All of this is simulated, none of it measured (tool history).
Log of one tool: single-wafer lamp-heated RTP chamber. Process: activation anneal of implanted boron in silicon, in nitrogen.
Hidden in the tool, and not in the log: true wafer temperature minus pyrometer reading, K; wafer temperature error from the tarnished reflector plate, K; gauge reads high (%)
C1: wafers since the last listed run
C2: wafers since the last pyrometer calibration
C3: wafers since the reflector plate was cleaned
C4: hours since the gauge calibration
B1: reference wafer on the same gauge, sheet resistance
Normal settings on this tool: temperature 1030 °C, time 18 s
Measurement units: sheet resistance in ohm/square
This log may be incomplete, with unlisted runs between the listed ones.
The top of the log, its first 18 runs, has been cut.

{"run": 19, "hour": 289.0, "temperature": 1030, "time": 18, "C1": 282, "C2": 2793, "C3": 944, "C4": 94.9, "B1": 97.21, "sheet resistance": 95.11}
{"run": 20, "hour": 295.7, "temperature": 1005, "time": 26, "C1": 118, "C2": 2911, "C3": 1063, "C4": 101.6, "B1": 97.32, "sheet resistance": 102.62}
{"run": 21, "hour": 312.4, "temperature": 1045, "time": 28, "C1": 296, "C2": 3208, "C3": 1360, "C4": 118.3, "B1": 97.2, "sheet resistance": 84.31}
{"hour": 352.9, "done": "pyrometer window cleaned and pyrometer calibrated"}
{"run": 22, "hour": 353.4, "temperature": 1040, "time": 26, "C1": 585, "C2": 9, "C3": 1945, "C4": 159.3, "B1": 97.09, "sheet resistance": 88.52}
{"run": 23, "hour": 362.1, "temperature": 1042, "time": 21, "C1": 154, "C2": 163, "C3": 2100, "C4": 168.0, "B1": 97.24, "sheet resistance": 89.45}
{"run": 24, "hour": 379.1, "temperature": 1018, "time": 9, "C1": 301, "C2": 465, "C3": 2402, "C4": 185.0, "B1": 97.21, "sheet resistance": 106.32}
{"run": 25, "hour": 393.1, "temperature": 1011, "time": 25, "C1": 248, "C2": 714, "C3": 2650, "C4": 199.0, "B1": 97.08, "sheet resistance": 101.0}
{"run": 26, "hour": 401.9, "temperature": 1030, "time": 18, "C1": 156, "C2": 870, "C3": 2806, "C4": 207.8, "B1": 97.29, "sheet resistance": 95.34}
{"run": 27, "hour": 411.7, "temperature": 1057, "time": 24, "C1": 173, "C2": 1044, "C3": 2980, "C4": 217.6, "B1": 97.28, "sheet resistance": 82.61}
{"run": 28, "hour": 428.6, "temperature": 1018, "time": 29, "C1": 300, "C2": 1344, "C3": 3281, "C4": 234.5, "B1": 97.29, "sheet resistance": 96.83}
{"run": 29, "hour": 441.4, "temperature": 1057, "time": 12, "C1": 227, "C2": 1571, "C3": 3508, "C4": 247.3, "B1": 97.09, "sheet resistance": 88.28}
{"run": 30, "hour": 451.4, "temperature": 1015, "time": 25, "C1": 177, "C2": 1749, "C3": 3685, "C4": 257.3, "B1": 97.23, "sheet resistance": 98.6}
{"run": 31, "hour": 460.1, "temperature": 1030, "time": 12, "C1": 154, "C2": 1903, "C3": 3840, "C4": 266.0, "B1": 97.09, "sheet resistance": 98.62}
{"run": 32, "hour": 473.3, "temperature": 1030, "time": 18, "C1": 234, "C2": 2137, "C3": 4074, "C4": 279.2, "B1": 97.11, "sheet resistance": 94.39}
{"run": 33, "hour": 482.9, "temperature": 1022, "time": 14, "C1": 170, "C2": 2308, "C3": 4245, "C4": 288.8, "B1": 97.22, "sheet resistance": 99.93}
{"run": 34, "hour": 492.2, "temperature": 1030, "time": 10, "C1": 165, "C2": 2473, "C3": 4410, "C4": 298.1, "B1": 97.22, "sheet resistance": 99.17}
{"run": 35, "hour": 503.3, "temperature": 1030, "time": 18, "C1": 197, "C2": 2670, "C3": 4607, "C4": 309.2, "B1": 97.17, "sheet resistance": 94.19}
{"run": 36, "hour": 520.4, "temperature": 1003, "time": 9, "C1": 303, "C2": 2974, "C3": 4910, "C4": 326.3, "B1": 97.29, "sheet resistance": 111.06}

5 options for the next run, each taken on its own from the tool as it stands now. Forecast them:
{"run": "A", "hour": 520.8, "temperature": 1016, "time": 18, "C1": 7, "C2": 2981, "C3": 4917, "C4": 326.7, "B1": "?", "sheet resistance": "?"}
{"run": "B", "hour": 520.8, "temperature": 1030, "time": 22, "C1": 7, "C2": 2981, "C3": 4917, "C4": 326.7, "B1": "?", "sheet resistance": "?"}
{"run": "C", "hour": 520.8, "temperature": 1015, "time": 10, "C1": 7, "C2": 2981, "C3": 4917, "C4": 326.7, "B1": "?", "sheet resistance": "?"}
{"run": "D", "hour": 520.8, "temperature": 1020, "time": 12, "C1": 7, "C2": 2981, "C3": 4917, "C4": 326.7, "B1": "?", "sheet resistance": "?"}
{"run": "E", "hour": 520.8, "temperature": 1047, "time": 18, "C1": 7, "C2": 2981, "C3": 4917, "C4": 326.7, "B1": "?", "sheet resistance": "?"}

run=A B1=97.30 sheet_resistance=100.10
run=B B1=97.30 sheet_resistance=92.34
run=C B1=97.30 sheet_resistance=104.85
run=D B1=97.30 sheet_resistance=101.50
run=E B1=97.30 sheet_resistance=87.50
With no hidden state in the tool, these same runs would have given:
run=A sheet_resistance=102.91
run=B sheet_resistance=95.22
run=C sheet_resistance=107.63
run=D sheet_resistance=104.18
run=E sheet_resistance=89.97
